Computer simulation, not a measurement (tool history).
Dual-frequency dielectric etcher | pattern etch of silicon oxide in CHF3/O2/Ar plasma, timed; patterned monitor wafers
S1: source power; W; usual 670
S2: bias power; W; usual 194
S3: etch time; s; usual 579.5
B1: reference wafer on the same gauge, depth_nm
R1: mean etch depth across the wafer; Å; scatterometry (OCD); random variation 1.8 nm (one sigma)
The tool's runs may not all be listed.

run	hour	S1	S2	S3	B1	R1
1	0.0	670	194	579.5	1399.7	12736
2	16.4	670	194	579.5	1400.0	12755
# hour 43.2: wet clean of the chamber
3	43.7	670	167	579.5	1399.8	11895
4	62.2	670	194	579.5	1400.2	12494
5	80.9	670	194	579.5	1400.1	12520
6	101.3	670	194	579.5	1399.9	12560
# hour 148.7: gauge calibrated
7	179.7	670	222	579.5	1400.1	13130
8	213.3	840	239	579.5	1400.5	14718
9	232.6	670	224	456.5	1399.8	10430
10	256.7	710	170	481.0	1399.7	10293
11	271.3	570	157	745.0	1400.1	14371
12	294.5	670	194	425.0	1399.4	9279
13	330.0	670	194	579.5	1400.1	12677
14	348.7	590	194	579.5	1400.6	12072
15	383.7	580	209	579.5	1400.5	12325
16	415.9	670	194	579.5	1400.3	12726
17	447.3	510	151	747.5	1399.8	13750
# hour 492.4: wet clean of the chamber
# hour 499.7: upper electrode replaced
18	500.2	590	241	729.0	1399.9	16165
19	508.0	790	175	579.5	1400.2	12913
# hour 525.9: bias power generator calibrated
# hour 528.9: source power generator calibrated
20	532.3	730	194	423.0	1399.8	9286
21	566.3	670	194	441.0	1399.9	9366
22	592.1	670	154	686.5	1399.7	13611
23	613.2	670	194	579.5	1400.0	12354
24	625.9	840	216	531.0	1399.9	12750
25	660.0	810	194	693.0	1399.8	15881
26	682.3	670	194	579.5	1400.3	12360
27	777.5	670	194	579.5	1400.1	12455
28	805.8	590	194	579.5	1400.0	11915
29	839.3	670	194	579.5	1400.3	12470

Measured less the same run without the tool's hidden state. The same run-to-run variation is in both; the gauge's scatter may not be:
The hidden state here: etch rate over this chamber's usual, %; source power that arrives over what is set, %; bias power that arrives over what is set, %; gauge reads high (%).
run	R1
1	+473
2	+484
3	+225
4	+245
5	+257
6	+271
7	+330
8	+394
9	+288
10	+299
11	+428
12	+285
13	+411
14	+401
15	+428
16	+463
17	+523
18	+325
19	+272
20	+23
21	+38
22	+73
23	+78
24	+89
25	+137
26	+120
27	+178
28	+187
29	+216

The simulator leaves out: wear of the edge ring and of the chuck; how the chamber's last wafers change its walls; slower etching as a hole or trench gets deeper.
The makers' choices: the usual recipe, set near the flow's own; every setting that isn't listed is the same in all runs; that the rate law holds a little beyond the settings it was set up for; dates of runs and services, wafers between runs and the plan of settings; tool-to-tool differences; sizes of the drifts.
